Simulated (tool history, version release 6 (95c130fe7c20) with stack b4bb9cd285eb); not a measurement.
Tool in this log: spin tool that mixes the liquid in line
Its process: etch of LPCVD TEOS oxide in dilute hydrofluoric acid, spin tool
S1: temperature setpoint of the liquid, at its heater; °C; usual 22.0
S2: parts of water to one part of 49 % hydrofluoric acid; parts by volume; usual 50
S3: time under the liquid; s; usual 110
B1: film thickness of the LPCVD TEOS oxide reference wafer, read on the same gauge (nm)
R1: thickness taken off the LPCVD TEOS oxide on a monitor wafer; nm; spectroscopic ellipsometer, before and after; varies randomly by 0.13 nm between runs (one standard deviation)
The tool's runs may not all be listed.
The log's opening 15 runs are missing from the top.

| run | hour | S1 | S2 | S3 | B1 | R1 |
|---|---|---|---|---|---|---|
| 16 | 189.2 | 22.0 | 50 | 160 | 50.03 | 46.54 |
|  | 205.2 | gauge calibrated |
|  | 206.3 | hydrofluoric acid flow meter replaced |
| 17 | 206.8 | 20.0 | 50 | 110 | 50.00 | 32.09 |
| 18 | 219.8 | 22.0 | 50 | 50 | 50.00 | 15.77 |
| 19 | 233.8 | 22.0 | 40 | 135 | 50.03 | 54.19 |
| 20 | 250.4 | 22.0 | 50 | 110 | 49.99 | 34.79 |
| 21 | 270.5 | 22.0 | 50 | 110 | 50.01 | 34.72 |
| 22 | 282.5 | 22.0 | 50 | 80 | 49.98 | 25.02 |
| 23 | 291.7 | 19.0 | 55 | 155 | 49.97 | 38.63 |
| 24 | 304.6 | 22.0 | 50 | 110 | 49.99 | 34.64 |
| 25 | 322.3 | 22.0 | 75 | 125 | 49.99 | 25.46 |
| 26 | 338.4 | 27.0 | 50 | 110 | 49.98 | 42.15 |
| 27 | 345.0 | 20.5 | 30 | 95 | 49.98 | 47.24 |
| 28 | 352.2 | 22.0 | 50 | 110 | 49.97 | 34.31 |
| 29 | 366.5 | 22.0 | 50 | 165 | 50.01 | 51.01 |
| 30 | 378.9 | 22.0 | 50 | 85 | 50.01 | 26.41 |

What if the next run were any one of these 5? Each begins from the tool's condition after run 30:
| A | 379.3 | 22.0 | 50 | 110 | ? | ? |
| B | 379.3 | 25.5 | 35 | 110 | ? | ? |
| C | 379.3 | 18.0 | 50 | 160 | ? | ? |
| D | 379.3 | 22.0 | 40 | 110 | ? | ? |
| E | 379.3 | 20.5 | 50 | 165 | ? | ? |

| run | B1 | R1 |
|---|---|---|
| A | 49.97 | 33.88 |
| B | 49.97 | 57.12 |
| C | 49.97 | 41.55 |
| D | 49.97 | 42.89 |
| E | 49.97 | 47.70 |
Take away the tool's hidden state, keep each run's random variation, and the runs would have read:
| run | R1 |
|---|---|
| A | 35.32 |
| B | 59.52 |
| C | 43.35 |
| D | 44.72 |
| E | 49.75 |
